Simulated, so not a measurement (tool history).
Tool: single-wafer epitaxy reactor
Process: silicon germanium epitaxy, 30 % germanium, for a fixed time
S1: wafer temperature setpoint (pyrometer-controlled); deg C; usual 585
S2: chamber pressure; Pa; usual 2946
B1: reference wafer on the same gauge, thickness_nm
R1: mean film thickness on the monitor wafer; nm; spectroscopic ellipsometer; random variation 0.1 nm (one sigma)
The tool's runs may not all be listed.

run,hour,S1,S2,B1,R1
1,0.0,585,2946,50.003,49.908
2,24.3,585,2946,49.976,49.843
3,51.6,585,2946,50.018,49.891
4,124.5,582,2946,49.978,47.541
# hour 128.9: gauge calibrated
5,157.7,582,2946,50.010,47.351
6,175.5,582,2946,49.977,47.115
# hour 243.5: pyrometer calibrated
7,246.5,585,2946,49.958,48.868
8,275.5,585,2946,49.979,48.768
9,291.7,585,2946,49.996,48.715
10,305.6,585,2946,50.019,48.874
11,339.9,585,2946,49.984,48.945
12,353.6,585,2946,50.000,48.845
13,375.9,585,2946,50.021,48.590
# hour 410.8: capacitance manometer re-zeroed and calibrated
14,480.5,580,2613,50.011,43.194
15,492.9,598,2760,49.989,59.420
16,517.9,596,3453,49.979,62.174
17,548.2,585,2946,49.992,48.738
18,571.7,585,2946,50.012,48.692
# hour 594.6: pyrometer calibrated, repeated, since the last time left the tool worse
19,599.9,577,2746,50.022,43.245
20,612.4,595,2373,49.995,55.943
21,669.7,579,3293,50.001,47.634
# hour 679.7: showerhead replaced
22,701.1,596,3666,50.014,65.630
23,729.0,597,3426,49.994,65.249
24,746.0,592,2946,50.009,56.876
25,841.2,578,2360,50.024,42.029
26,870.6,573,3253,49.966,42.514
27,897.0,575,3320,49.974,44.516
28,925.0,590,3480,49.997,58.171
29,951.7,585,2946,49.999,50.685
30,977.2,575,2466,50.003,40.362
31,1002.0,578,2400,50.009,42.196
32,1021.9,580,2386,49.987,43.453
33,1055.1,585,2946,50.000,50.770
34,1067.5,585,2546,50.000,48.583
35,1093.9,585,2946,50.000,50.543
36,1111.6,585,2946,49.993,50.952

The tool's hidden state at each run:
true pressure above the setpoint (%): 0 in every run
gauge reads high (%): 0 in every run
H1: wafer temperature above the value expected at the setpoint (K)
run,H1
1,-1
2,-1.03
3,-1.06
4,-1.14
5,-1.18
6,-1.2
7,-2.34
8,-2.34
9,-2.34
10,-2.34
11,-2.34
12,-2.34
13,-2.34
14,-2.35
15,-2.35
16,-2.36
17,-2.36
18,-2.37
19,0.0284
20,0.0283
21,0.0267
22,0.0251
23,0.0231
24,0.0217
25,0.0107
26,0.00625
27,0.00182
28,-0.00333
29,-0.00866
30,-0.0141
31,-0.0198
32,-0.0247
33,-0.0332
34,-0.0366
35,-0.044
36,-0.0493

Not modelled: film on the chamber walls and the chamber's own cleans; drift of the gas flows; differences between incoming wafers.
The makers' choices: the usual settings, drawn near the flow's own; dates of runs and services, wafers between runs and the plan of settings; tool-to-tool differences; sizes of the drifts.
